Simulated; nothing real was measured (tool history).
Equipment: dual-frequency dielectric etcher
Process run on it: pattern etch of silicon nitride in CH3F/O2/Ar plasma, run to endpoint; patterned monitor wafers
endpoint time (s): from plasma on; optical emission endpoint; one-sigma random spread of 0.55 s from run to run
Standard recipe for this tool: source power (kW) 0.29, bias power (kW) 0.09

run,hour,source power (kW),bias power (kW),"incoming incoming film thickness, nm",endpoint time (s)
1,0,0.29,0.09,40.02,61.5
2,15.8,0.29,0.09,40.41,62.7
3,30.7,0.29,0.09,40.32,62
4,43,0.29,0.09,40.43,62.3
5,50.9,0.29,0.075,40.72,68.2
6,64.9,0.29,0.075,40.26,67.1
7,82.1,0.29,0.075,40.54,68
8,99.8,0.26,0.09,40.68,65.4
# hour 139.7: upper electrode replaced
9,140.2,0.29,0.09,40.5,63.6
10,140.5,0.29,0.09,40.58,62.4
11,140.9,0.29,0.09,40.63,63.3
12,150.8,0.29,0.09,40.65,62.8
13,167,0.29,0.09,40.51,63.1
14,175.2,0.29,0.09,40.16,61.6
# hour 217.4: source power generator calibrated
15,222.9,0.29,0.074,40.17,67.2
16,240.2,0.34,0.109,40.71,55.7
17,281.8,0.25,0.079,40.25,70.1
18,290.2,0.27,0.107,40.75,61.1
19,300.6,0.29,0.075,40.37,67.9
# hour 326.1: wet clean of the chamber
# hour 327.1: bias power generator calibrated
20,327.6,0.29,0.096,40.92,61.4
21,328,0.32,0.108,40.29,56.6

What does the tool deliver on the next run?
22,340.4,0.29,0.09,41,?

endpoint time (s): 64.3
If the tool had no hidden condition, the same run with the same run-to-run variation would have returned endpoint time (s) 64.3.
